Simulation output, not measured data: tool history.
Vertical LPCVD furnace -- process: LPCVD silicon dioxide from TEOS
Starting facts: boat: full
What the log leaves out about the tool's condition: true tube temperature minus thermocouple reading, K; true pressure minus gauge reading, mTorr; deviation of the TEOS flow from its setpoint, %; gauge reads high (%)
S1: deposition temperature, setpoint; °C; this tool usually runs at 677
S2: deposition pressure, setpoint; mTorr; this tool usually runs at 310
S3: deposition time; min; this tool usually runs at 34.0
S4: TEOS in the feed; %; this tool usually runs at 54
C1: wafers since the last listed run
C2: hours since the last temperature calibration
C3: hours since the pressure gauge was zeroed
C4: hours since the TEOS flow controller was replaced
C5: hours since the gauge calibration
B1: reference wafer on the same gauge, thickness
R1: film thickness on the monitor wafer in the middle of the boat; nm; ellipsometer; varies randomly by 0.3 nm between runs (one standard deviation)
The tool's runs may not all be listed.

run,hour,S1,S2,S3,S4,C1,C2,C3,C4,C5,B1,R1
1,0.0,677,310,34.0,45,0,3068.1,2507.5,1784.1,96.6,120.02,116.99
2,13.9,677,310,34.0,45,256,3082.0,2521.4,1798.0,110.5,119.98,117.04
3,23.8,677,310,34.0,45,182,3091.9,2531.3,1807.9,120.4,120.10,116.67
4,32.0,677,310,34.0,54,151,3100.1,2539.5,1816.1,128.6,119.94,128.12
5,39.0,677,310,34.0,54,129,3107.1,2546.5,1823.1,135.6,120.03,128.29
6,52.6,677,310,34.0,54,250,3120.7,2560.1,1836.7,149.2,120.03,128.48
7,58.8,677,310,34.0,54,114,3126.9,2566.3,1842.9,155.4,120.06,128.69
8,71.1,677,310,34.0,54,226,3139.2,2578.6,1855.2,167.7,120.05,129.02
9,85.1,677,310,34.0,54,258,3153.2,2592.6,1869.2,181.7,120.06,128.61
10,95.7,672,310,34.0,54,195,3163.8,2603.2,1879.8,192.3,120.03,114.30
# hour 130.8: thermocouples replaced and temperature profile calibrated
# hour 136.1: TEOS flow controller replaced
11,136.6,677,310,34.0,54,214,5.8,2644.1,0.5,233.2,119.98,118.21
12,140.5,677,310,34.0,54,71,9.7,2648.0,4.4,237.1,119.95,118.54
13,144.3,677,310,44.5,54,70,13.5,2651.8,8.2,240.9,120.05,155.37
14,149.6,677,310,34.0,54,97,18.8,2657.1,13.5,246.2,119.99,117.85
15,163.9,677,310,34.0,44,263,33.1,2671.4,27.8,260.5,119.98,106.65
16,172.1,677,310,34.0,54,151,41.3,2679.6,36.0,268.7,120.02,118.84
17,188.2,677,270,30.0,45,296,57.4,2695.7,52.1,284.8,120.03,89.34
18,197.1,677,310,34.0,54,164,66.3,2704.6,61.0,293.7,119.95,118.47
19,214.5,677,310,34.0,54,320,83.7,2722.0,78.4,311.1,119.99,118.49
# hour 244.2: pressure gauge zeroed
20,244.7,677,355,34.0,60,114,113.9,0.5,108.6,341.3,120.04,133.60
21,248.5,677,255,34.0,59,70,117.7,4.3,112.4,345.1,120.00,112.23
22,265.4,677,310,34.0,54,311,134.6,21.2,129.3,362.0,120.03,118.65
23,273.9,677,280,41.5,54,156,143.1,29.7,137.8,370.5,119.99,137.76
# hour 280.3: gauge calibrated
24,287.7,687,310,24.5,44,254,156.9,43.5,151.6,7.4,120.02,97.83

Forecast run 25:
25,304.6,677,275,28.5,54,311,173.8,60.4,168.5,24.3,?,?

Run 25 came out at B1 119.93, R1 93.49 nm.
If the tool had no hidden condition, the same run with the same run-to-run variation would have returned R1 93.03 nm.
